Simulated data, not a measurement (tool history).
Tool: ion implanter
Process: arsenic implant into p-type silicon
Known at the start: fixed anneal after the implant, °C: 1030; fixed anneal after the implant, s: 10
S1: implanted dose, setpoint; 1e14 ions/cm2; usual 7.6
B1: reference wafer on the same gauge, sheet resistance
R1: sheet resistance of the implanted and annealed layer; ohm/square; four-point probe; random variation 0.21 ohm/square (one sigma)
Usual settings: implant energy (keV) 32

{"run": 1, "hour": 0.0, "S1": 7.6, "implant energy (keV)": 25, "B1": 143.97, "R1": 149.86}
{"run": 2, "hour": 28.6, "S1": 7.6, "implant energy (keV)": 25, "B1": 144, "R1": 149.8}
{"run": 3, "hour": 72.2, "S1": 7.6, "implant energy (keV)": 25, "B1": 144, "R1": 150.21}
{"run": 4, "hour": 133.7, "S1": 7.6, "implant energy (keV)": 32, "B1": 144, "R1": 142.89}
{"run": 5, "hour": 170.7, "S1": 7.6, "implant energy (keV)": 32, "B1": 144.01, "R1": 143.22}
{"run": 6, "hour": 231.5, "S1": 7.6, "implant energy (keV)": 32, "B1": 144.01, "R1": 143.38}
{"run": 7, "hour": 287.4, "S1": 7.6, "implant energy (keV)": 32, "B1": 144.01, "R1": 143.76}
{"run": 8, "hour": 353.7, "S1": 7.1, "implant energy (keV)": 34.5, "B1": 143.97, "R1": 149.29}
{"hour": 373.9, "done": "Faraday cup replaced and dose calibrated"}
{"run": 9, "hour": 392.5, "S1": 7.1, "implant energy (keV)": 34.5, "B1": 143.98, "R1": 147.44}
{"run": 10, "hour": 440.4, "S1": 7.1, "implant energy (keV)": 34.5, "B1": 144, "R1": 148.13}
{"run": 11, "hour": 496.4, "S1": 7.6, "implant energy (keV)": 32, "B1": 144, "R1": 142.85}
{"run": 12, "hour": 553.6, "S1": 5.94, "implant energy (keV)": 26, "B1": 144, "R1": 177.15}
{"run": 13, "hour": 588.6, "S1": 7.6, "implant energy (keV)": 32, "B1": 143.95, "R1": 143.34}
{"hour": 632.4, "done": "extraction supply calibrated"}
{"run": 14, "hour": 649.7, "S1": 9.78, "implant energy (keV)": 32, "B1": 143.99, "R1": 120.94}
{"run": 15, "hour": 697.9, "S1": 6.28, "implant energy (keV)": 32, "B1": 144.07, "R1": 164.74}

Run 16 comes next. What will it give?
{"run": 16, "hour": 752.5, "S1": 6.07, "implant energy (keV)": 38, "B1": "?", "R1": "?"}

B1: 143.95
R1: 164.15 ohm/square
Without the tool's hidden state the same run would have given R1 162.86 ohm/square.
